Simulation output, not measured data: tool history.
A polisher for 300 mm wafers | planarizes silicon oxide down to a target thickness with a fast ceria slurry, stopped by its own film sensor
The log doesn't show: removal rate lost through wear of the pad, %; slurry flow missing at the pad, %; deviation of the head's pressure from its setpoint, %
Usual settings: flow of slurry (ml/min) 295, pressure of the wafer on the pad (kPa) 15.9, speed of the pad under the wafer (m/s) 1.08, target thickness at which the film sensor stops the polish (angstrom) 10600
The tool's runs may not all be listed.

run	hour	flow of slurry (ml/min)	pressure of the wafer on the pad (kPa)	speed of the pad under the wafer (m/s)	target thickness at which the film sensor stops the polish (angstrom)	wafers since the last listed run	wafers polished on this pad	hours since the slurry nozzle was cleaned	hours since the head pressure was calibrated	incoming thickness of the incoming film, nm	time until the film sensor stopped the polish (s)
1	0	295	15.9	1.08	10600	0	645	254.8	1049.5	2382.6	110.7
# hour 40.3: worn pad replaced by a new one
2	40.8	295	15.9	1.08	10600	209	3	295.6	1090.3	2352.3	104.3
# hour 55.8: slurry nozzle cleaned
3	70.5	295	15.9	1.08	10600	163	166	14.7	1120	2338.8	103.9
4	100.5	295	15.9	1.08	10600	171	337	44.7	1150	2369.8	107.7
5	116.5	295	15.9	1.08	10600	91	429	60.7	1166	2350.6	105.3
6	131.7	295	15.9	1.08	10600	86	515	75.9	1181.2	2336.7	107.2
7	157.8	295	15.9	1.08	10600	148	664	102	1207.3	2379.8	112.5
8	181.1	295	15.9	1.08	10600	132	797	125.3	1230.6	2351.8	109.6
# hour 195.2: worn pad replaced by a new one
9	210.7	295	15.9	1.08	10600	146	88	154.9	1260.2	2349.2	117.7
10	233.4	295	15.9	1.08	10600	129	218	177.6	1282.9	2383.1	122.5
11	268.3	295	15.9	1.08	10600	199	417	212.5	1317.8	2351.7	122.1
# hour 284.5: worn pad replaced by a new one, repeated, since the last time left the tool worse
12	285	295	15.9	1.08	10600	72	2	229.2	1334.5	2378.4	106.4
# hour 299.3: head pressure recalibrated
13	299.7	295	19.3	1.08	14510	72	75	243.9	0.4	2348.7	60.4
14	316.7	295	15.9	1.08	6430	96	172	260.9	17.4	2364.5	140.5
# hour 319.8: slurry nozzle cleaned
15	344.4	295	15.9	1.08	14700	152	324	24.6	45.1	2334.6	70.9
16	379	210	15.9	1.28	10600	197	521	59.2	79.7	2382.1	96.4
# hour 415.2: worn pad replaced by a new one
17	415.7	260	15.9	1.26	12740	186	2	95.9	116.4	2326.2	73.3
18	442	295	15.9	0.8	12680	150	152	122.2	142.7	2360.8	119.5
19	474.6	295	15.9	1.08	10600	185	338	154.8	175.3	2388.6	110.1
20	494.4	295	15.9	1.08	10600	112	451	174.6	195.1	2313.2	104.3
21	507.8	295	18.6	1.08	12790	76	528	188	208.5	2300.9	71.5
22	533.9	295	14.5	1.08	10600	148	677	214.1	234.6	2348.6	119.4

Forecast each of these 5 alternatives for the next run:
A	534.4	295	15.9	1.08	10600	2	680	214.6	235.1	2317.6	?
B	534.4	375	15.9	1.44	6810	2	680	214.6	235.1	2317.6	?
C	534.4	375	15.9	0.82	10600	2	680	214.6	235.1	2317.6	?
D	534.4	295	15.9	1.28	10600	2	680	214.6	235.1	2317.6	?
E	534.4	295	19.3	1.34	14930	2	680	214.6	235.1	2317.6	?

run	time until the film sensor stopped the polish (s)
A	105.7
B	101.2
C	136.6
D	89.2
E	45.9
Without the tool's hidden state the same runs would have given:
run	time until the film sensor stopped the polish (s)
A	100.5
B	96.2
C	129.8
D	84.8
E	43.6
